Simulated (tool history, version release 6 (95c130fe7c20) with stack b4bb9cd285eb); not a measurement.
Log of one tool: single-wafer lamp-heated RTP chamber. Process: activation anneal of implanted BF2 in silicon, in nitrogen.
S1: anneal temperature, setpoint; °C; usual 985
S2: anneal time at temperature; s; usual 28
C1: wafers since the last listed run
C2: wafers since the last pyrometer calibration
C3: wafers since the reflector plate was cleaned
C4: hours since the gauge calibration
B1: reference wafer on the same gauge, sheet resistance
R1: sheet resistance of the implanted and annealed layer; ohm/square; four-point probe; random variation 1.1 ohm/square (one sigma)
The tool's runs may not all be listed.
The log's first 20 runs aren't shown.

{"run": 21, "hour": 457.1, "S1": 1009, "S2": 39, "C1": 242, "C2": 1843, "C3": 2090, "C4": 880.8, "B1": 369.67, "R1": 328.81}
{"hour": 475.1, "done": "gauge calibrated"}
{"run": 22, "hour": 477.3, "S1": 977, "S2": 11, "C1": 300, "C2": 2143, "C3": 2390, "C4": 2.2, "B1": 369.97, "R1": 355.85}
{"run": 23, "hour": 512.6, "S1": 985, "S2": 28, "C1": 525, "C2": 2668, "C3": 2915, "C4": 37.5, "B1": 369.81, "R1": 338.28}
{"run": 24, "hour": 529.3, "S1": 985, "S2": 44, "C1": 248, "C2": 2917, "C3": 3164, "C4": 54.2, "B1": 369.31, "R1": 334.47}
{"hour": 569.2, "done": "pyrometer window cleaned and pyrometer calibrated"}
{"run": 25, "hour": 569.7, "S1": 998, "S2": 12, "C1": 481, "C2": 7, "C3": 3646, "C4": 94.6, "B1": 370.15, "R1": 339.78}
{"run": 26, "hour": 578.7, "S1": 985, "S2": 22, "C1": 133, "C2": 141, "C3": 3780, "C4": 103.6, "B1": 370.36, "R1": 340.11}
{"run": 27, "hour": 610.1, "S1": 985, "S2": 28, "C1": 467, "C2": 608, "C3": 4247, "C4": 135, "B1": 369.63, "R1": 337.82}
{"run": 28, "hour": 632.8, "S1": 985, "S2": 28, "C1": 337, "C2": 945, "C3": 4584, "C4": 157.7, "B1": 370.01, "R1": 337.66}
{"run": 29, "hour": 647.1, "S1": 985, "S2": 43, "C1": 212, "C2": 1158, "C3": 4797, "C4": 172, "B1": 369.97, "R1": 334.24}
{"run": 30, "hour": 660.4, "S1": 985, "S2": 28, "C1": 197, "C2": 1356, "C3": 4995, "C4": 185.3, "B1": 370.15, "R1": 337.95}
{"run": 31, "hour": 689.1, "S1": 985, "S2": 39, "C1": 426, "C2": 1783, "C3": 5422, "C4": 214, "B1": 370.08, "R1": 331.95}
{"run": 32, "hour": 709.9, "S1": 985, "S2": 28, "C1": 309, "C2": 2092, "C3": 5731, "C4": 234.8, "B1": 369.87, "R1": 336.25}
{"hour": 725.3, "done": "reflector plate cleaned"}
{"run": 33, "hour": 728.4, "S1": 1007, "S2": 41, "C1": 156, "C2": 2248, "C3": 45, "C4": 253.3, "B1": 369.81, "R1": 326.89}
{"run": 34, "hour": 749.1, "S1": 985, "S2": 28, "C1": 307, "C2": 2556, "C3": 353, "C4": 274, "B1": 370.06, "R1": 338.87}
{"run": 35, "hour": 765.5, "S1": 965, "S2": 21, "C1": 243, "C2": 2800, "C3": 597, "C4": 290.4, "B1": 370.22, "R1": 362.21}
{"run": 36, "hour": 788.0, "S1": 960, "S2": 28, "C1": 334, "C2": 3135, "C3": 932, "C4": 312.9, "B1": 369.69, "R1": 363.89}
{"run": 37, "hour": 807.2, "S1": 964, "S2": 28, "C1": 285, "C2": 3420, "C3": 1217, "C4": 332.1, "B1": 370.43, "R1": 360.57}

3 ways to go on from here, each from the tool as it stands after run 37. What would each give?
{"run": "A", "hour": 807.6, "S1": 985, "S2": 28, "C1": 5, "C2": 3426, "C3": 1223, "C4": 332.5, "B1": "?", "R1": "?"}
{"run": "B", "hour": 807.6, "S1": 971, "S2": 19, "C1": 5, "C2": 3426, "C3": 1223, "C4": 332.5, "B1": "?", "R1": "?"}
{"run": "C", "hour": 807.6, "S1": 975, "S2": 20, "C1": 5, "C2": 3426, "C3": 1223, "C4": 332.5, "B1": "?", "R1": "?"}

run=A B1=369.99 R1=339.35
run=B B1=369.99 R1=356
run=C B1=369.99 R1=350.85
Without the tool's hidden state the same runs would have given:
run=A R1=339.48
run=B R1=356.28
run=C R1=351.08

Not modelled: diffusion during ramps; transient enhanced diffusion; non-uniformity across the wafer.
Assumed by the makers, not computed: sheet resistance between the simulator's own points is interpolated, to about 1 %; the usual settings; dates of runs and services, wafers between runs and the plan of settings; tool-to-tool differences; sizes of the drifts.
